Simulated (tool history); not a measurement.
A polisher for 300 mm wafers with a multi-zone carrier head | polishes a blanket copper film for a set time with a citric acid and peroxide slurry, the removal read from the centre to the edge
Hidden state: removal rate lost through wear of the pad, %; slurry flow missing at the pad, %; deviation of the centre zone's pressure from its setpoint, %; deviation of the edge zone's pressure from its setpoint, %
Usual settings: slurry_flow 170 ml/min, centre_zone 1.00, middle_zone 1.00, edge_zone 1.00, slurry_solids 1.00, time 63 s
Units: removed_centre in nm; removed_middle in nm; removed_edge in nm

| run | hour | slurry_flow | centre_zone | middle_zone | edge_zone | slurry_solids | time | wafers since the last listed run | wafers polished on this pad | hours since the slurry nozzle was cleaned | hours since the centre zone pressure was calibrated | hours since the edge zone pressure was calibrated | hours since the carrier head's membrane was replaced | incoming thickness of the incoming film, nm | removed_centre | removed_middle | removed_edge |
|---|---|---|---|---|---|---|---|---|---|---|---|---|---|---|---|---|---|
| 1 | 0.0 | 170 | 1.00 | 1.00 | 1.00 | 1.00 | 63 | 0 | 304 | 172.4 | 0.5 | 597.7 | 933.3 | 1159.4 | 80.2 | 79.7 | 81.1 |
|  | 18.6 | carrier head's membrane replaced by a new one |
| 2 | 19.1 | 125 | 1.00 | 1.00 | 1.10 | 1.00 | 63 | 108 | 412 | 191.5 | 19.6 | 616.8 | 0.5 | 1121.3 | 70.3 | 73.9 | 79.1 |
| 3 | 26.0 | 170 | 1.00 | 1.00 | 1.00 | 1.00 | 63 | 52 | 465 | 198.4 | 26.5 | 623.7 | 7.4 | 1128.0 | 76.6 | 80.3 | 78.2 |
|  | 42.2 | edge zone pressure recalibrated |
| 4 | 43.9 | 170 | 1.00 | 1.00 | 1.04 | 1.00 | 63 | 121 | 587 | 216.3 | 44.4 | 1.7 | 25.3 | 1121.1 | 75.7 | 77.7 | 82.3 |
| 5 | 53.6 | 170 | 1.00 | 1.00 | 1.00 | 1.00 | 63 | 74 | 661 | 226.0 | 54.1 | 11.4 | 35.0 | 1141.2 | 76.8 | 79.4 | 81.8 |
| 6 | 65.7 | 170 | 0.97 | 0.92 | 1.00 | 0.70 | 63 | 92 | 754 | 238.1 | 66.2 | 23.5 | 47.1 | 1154.8 | 68.2 | 68.9 | 73.9 |
| 7 | 82.5 | 170 | 1.00 | 1.00 | 0.92 | 1.00 | 63 | 128 | 883 | 254.9 | 83.0 | 40.3 | 63.9 | 1141.8 | 75.2 | 79.9 | 77.2 |
| 8 | 94.1 | 170 | 1.00 | 1.00 | 0.88 | 1.00 | 63 | 88 | 972 | 266.5 | 94.6 | 51.9 | 75.5 | 1139.5 | 77.0 | 78.0 | 76.6 |
|  | 99.4 | worn pad replaced by a new one, of another model than before |
| 9 | 110.9 | 170 | 1.00 | 1.05 | 1.00 | 1.15 | 46 | 98 | 87 | 283.3 | 111.4 | 68.7 | 92.3 | 1143.2 | 56.3 | 62.8 | 60.8 |
| 10 | 125.5 | 120 | 1.00 | 1.00 | 1.00 | 1.00 | 41 | 111 | 199 | 297.9 | 126.0 | 83.3 | 106.9 | 1153.8 | 40.6 | 44.4 | 45.7 |
| 11 | 142.1 | 170 | 1.06 | 1.00 | 1.00 | 1.30 | 50 | 127 | 327 | 314.5 | 142.6 | 99.9 | 123.5 | 1148.6 | 69.3 | 66.8 | 69.2 |
| 12 | 148.4 | 115 | 1.10 | 1.00 | 1.00 | 1.00 | 53 | 48 | 375 | 320.8 | 148.9 | 106.2 | 129.8 | 1131.2 | 54.4 | 53.5 | 58.8 |
|  | 154.1 | slurry nozzle cleaned |
| 13 | 179.5 | 170 | 1.00 | 1.00 | 1.00 | 1.00 | 63 | 230 | 606 | 25.4 | 180.0 | 137.3 | 160.9 | 1146.9 | 74.5 | 79.8 | 80.1 |
| 14 | 228.2 | 200 | 1.00 | 1.00 | 1.00 | 1.00 | 63 | 373 | 979 | 74.1 | 228.7 | 186.0 | 209.6 | 1126.3 | 77.4 | 84.4 | 82.3 |
| 15 | 238.3 | 170 | 0.90 | 1.00 | 0.94 | 0.75 | 43 | 77 | 1057 | 84.2 | 238.8 | 196.1 | 219.7 | 1160.4 | 40.8 | 49.1 | 49.5 |
|  | 247.2 | worn pad replaced by a new one |
| 16 | 254.7 | 170 | 1.06 | 1.00 | 0.91 | 1.10 | 63 | 95 | 57 | 100.6 | 255.2 | 212.5 | 236.1 | 1148.1 | 81.9 | 82.8 | 80.9 |
| 17 | 265.9 | 220 | 1.00 | 1.00 | 1.00 | 0.75 | 63 | 85 | 143 | 111.8 | 266.4 | 223.7 | 247.3 | 1116.9 | 71.3 | 76.7 | 77.6 |
| 18 | 272.6 | 170 | 1.00 | 1.00 | 1.00 | 1.00 | 63 | 51 | 194 | 118.5 | 273.1 | 230.4 | 254.0 | 1144.1 | 73.8 | 78.9 | 81.5 |
| 19 | 281.0 | 170 | 0.90 | 1.00 | 1.00 | 0.80 | 82 | 64 | 258 | 126.9 | 281.5 | 238.8 | 262.4 | 1148.0 | 78.7 | 97.4 | 98.8 |
| 20 | 296.1 | 170 | 1.00 | 1.00 | 1.00 | 1.00 | 63 | 115 | 374 | 142.0 | 296.6 | 253.9 | 277.5 | 1153.0 | 73.1 | 80.8 | 79.7 |
| 21 | 302.4 | 170 | 1.00 | 1.00 | 1.00 | 1.00 | 63 | 48 | 422 | 148.3 | 302.9 | 260.2 | 283.8 | 1160.1 | 74.0 | 81.6 | 79.3 |

Hidden state or all else? Some run-to-run changes of removed_centre, split into what the settings, what came in and random variation would give without the hidden state, and what is left for the hidden state (with any gauge scatter that isn't in both results):
Run 14 -> 15: slurry_flow 200 -> 170, centre_zone 1.00 -> 0.90, edge_zone 1.00 -> 0.94, slurry_solids 1.00 -> 0.75, time 63 -> 43. removed_centre -36.6 nm: hidden state +2.5, all else -39.1.
Run 15 -> 16: centre_zone 0.90 -> 1.06, edge_zone 0.94 -> 0.91, slurry_solids 0.75 -> 1.10, time 43 -> 63, worn pad replaced by a new one. removed_centre +41.1 nm: hidden state -3.4, all else +44.5.
